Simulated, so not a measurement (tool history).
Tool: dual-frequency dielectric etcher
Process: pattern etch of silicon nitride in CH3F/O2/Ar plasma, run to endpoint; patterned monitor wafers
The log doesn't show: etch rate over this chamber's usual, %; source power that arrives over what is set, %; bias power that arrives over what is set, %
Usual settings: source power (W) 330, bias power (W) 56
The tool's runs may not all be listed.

run    hour  source power (W)  bias power (W)  wafers since the last listed run  hours since the last wet clean  hours since the last source power generator calibration  hours since the last bias power generator calibration  hours since the last upper electrode change  incoming incoming film thickness, nm  endpoint time (s)
  1     0.0               280              56                                 0                           148.6                                                   2642.1                                                 1671.5                                       4772.5                                 34.89               62.3
  2    77.0               280              56                               896                           225.6                                                   2719.1                                                 1748.5                                       4849.5                                 34.83               63.4
  3   132.8               280              56                               649                           281.4                                                   2774.9                                                 1804.3                                       4905.3                                 34.96               64.4
  4   183.1               330              56                               585                           331.7                                                   2825.2                                                 1854.6                                       4955.6                                 34.62               60.5
  5   290.8               330              56                              1253                           439.4                                                   2932.9                                                 1962.3                                       5063.3                                 34.89               61.8
  6   351.1               330              56                               701                           499.7                                                   2993.2                                                 2022.6                                       5123.6                                 34.87               62.1
  7   453.4               330              56                              1190                           602.0                                                   3095.5                                                 2124.9                                       5225.9                                 34.84               63.2
      631.9  -- wet clean of the chamber
  8   724.4               350              63                              2875                            92.5                                                   3366.5                                                 2395.9                                       5496.9                                 35.17               57.3
  9   774.9               350              63                               587                           143.0                                                   3417.0                                                 2446.4                                       5547.4                                 34.65               56.6
 10   829.0               330              56                               629                           197.1                                                   3471.1                                                 2500.5                                       5601.5                                 34.90               61.3
      896.7  -- source power generator calibrated
 11   937.2               330              56                              1212                           305.3                                                     40.5                                                 2608.7                                       5709.7                                 35.00               61.3
 12  1010.7               330              56                               855                           378.8                                                    114.0                                                 2682.2                                       5783.2                                 34.79               62.7
 13  1102.7               330              56                              1070                           470.8                                                    206.0                                                 2774.2                                       5875.2                                 35.11               62.3
 14  1180.6               330              56                               906                           548.7                                                    283.9                                                 2852.1                                       5953.1                                 34.82               62.2
     1304.9  -- wet clean of the chamber
 15  1305.4               330              56                              1173                             0.5                                                    408.7                                                 2976.9                                       6077.9                                 34.83               59.5
 16  1334.5               330              69                               338                            29.6                                                    437.8                                                 3006.0                                       6107.0                                 34.81               55.1
 17  1430.4               380              43                              1116                           125.5                                                    533.7                                                 3101.9                                       6202.9                                 35.00               64.9
 18  1485.5               290              61                               641                           180.6                                                    588.8                                                 3157.0                                       6258.0                                 35.16               62.0
     1548.0  -- upper electrode replaced, of another model than before
 19  1568.2               260              67                               683                           263.3                                                    671.5                                                 3239.7                                         20.2                                 34.73               57.0
 20  1669.4               330              56                              1178                           364.5                                                    772.7                                                 3340.9                                        121.4                                 34.58               61.2
 21  1765.4               370              56                              1117                           460.5                                                    868.7                                                 3436.9                                        217.4                                 35.03               61.6
 22  1851.2               260              64                               998                           546.3                                                    954.5                                                 3522.7                                        303.2                                 35.15               59.4

Run 23 comes next. What will it give?
 23  1954.3               330              56                              1200                           649.4                                                   1057.6                                                 3625.8                                        406.3                                 34.56                  ?

endpoint time (s): 62.6
Without the tool's hidden state the same run would have given endpoint time (s) 59.3.
